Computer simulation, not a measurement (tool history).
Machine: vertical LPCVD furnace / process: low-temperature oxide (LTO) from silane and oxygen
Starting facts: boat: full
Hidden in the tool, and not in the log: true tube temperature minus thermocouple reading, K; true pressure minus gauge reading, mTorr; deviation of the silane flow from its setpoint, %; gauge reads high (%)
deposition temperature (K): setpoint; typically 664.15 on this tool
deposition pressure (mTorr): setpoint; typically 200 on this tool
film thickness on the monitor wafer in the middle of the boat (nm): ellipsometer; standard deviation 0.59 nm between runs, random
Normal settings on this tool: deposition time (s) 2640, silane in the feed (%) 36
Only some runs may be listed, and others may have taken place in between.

run	hour	deposition temperature (K)	deposition pressure (mTorr)	deposition time (s)	silane in the feed (%)	wafers since the last listed run	hours since the last temperature calibration	hours since the pressure gauge was zeroed	hours since the silane flow controller was replaced	hours since the gauge calibration	read-back reference wafer on the same gauge, thickness	film thickness on the monitor wafer in the middle of the boat (nm)
1	0	664.15	200	2640	36	0	2204.8	3821.4	4115.1	429.3	299.03	300.24
2	31.3	664.15	200	2640	36	666	2236.1	3852.7	4146.4	460.6	299.23	300.32
3	63.5	664.15	200	2640	36	685	2268.3	3884.9	4178.6	492.8	299.07	300.86
4	77.5	664.15	200	2640	36	297	2282.3	3898.9	4192.6	506.8	299.1	300.22
5	102.1	664.15	200	2640	36	523	2306.9	3923.5	4217.2	531.4	298.94	301.1
# hour 167.6: gauge calibrated
# hour 171.3: thermocouples replaced and temperature profile calibrated
6	182.6	664.15	200	2640	36	1202	11.3	4004	4297.7	15	298.7	300.52
7	200.2	664.15	200	2640	36	374	28.9	4021.6	4315.3	32.6	298.92	300.12
8	236.1	664.15	200	2640	36	764	64.8	4057.5	4351.2	68.5	298.87	300.63
9	264.1	661.15	200	1890	36	595	92.8	4085.5	4379.2	96.5	299.05	207.84
10	279.9	661.15	200	1890	36	336	108.6	4101.3	4395	112.3	298.9	207.51
11	298.2	659.15	200	2640	36	389	126.9	4119.6	4413.3	130.6	299.01	283.78
# hour 338.7: pressure gauge zeroed
12	339.2	659.15	200	2640	36	361	167.9	0.5	4454.3	171.6	298.97	266.39
13	342.9	664.15	210	2640	36	78	171.6	4.2	4458	175.3	298.8	296.04
# hour 374.4: silane flow controller replaced
14	374.9	664.15	230	2640	36	170	203.6	36.2	0.5	207.3	299.07	325.19
15	391.2	664.15	200	2310	36	346	219.9	52.5	16.8	223.6	299.15	247.76
16	411.4	664.15	200	2640	36	429	240.1	72.7	37	243.8	298.95	283.13
17	424.8	661.15	200	1890	36	285	253.5	86.1	50.4	257.2	299.21	195.87
18	456.1	676.15	200	2640	40	666	284.8	117.4	81.7	288.5	298.98	371.49
19	478.3	670.15	215	2040	36	472	307	139.6	103.9	310.7	299.1	254.36
20	497.7	664.15	200	2640	36	412	326.4	159	123.3	330.1	298.9	285.21
21	527.8	673.15	200	1920	39	640	356.5	189.1	153.4	360.2	299.11	254.07
22	555.8	674.15	230	2640	29	595	384.5	217.1	181.4	388.2	299	273.09
23	570.8	654.15	170	2640	41	319	399.5	232.1	196.4	403.2	299.22	254.57
24	599.4	675.15	200	2640	40	608	428.1	260.7	225	431.8	298.98	369.45

Estimate the outcome of run 25 from the log above:
25	633	672.15	180	3150	36	715	461.7	294.3	258.6	465.4	?	?

Run 25 gave read-back reference wafer on the same gauge, thickness 299.08, film thickness on the monitor wafer in the middle of the boat (nm) 336.32.
Were there no unlogged condition in the tool, this run, its random variation unchanged, would have produced film thickness on the monitor wafer in the middle of the boat (nm) 336.23.
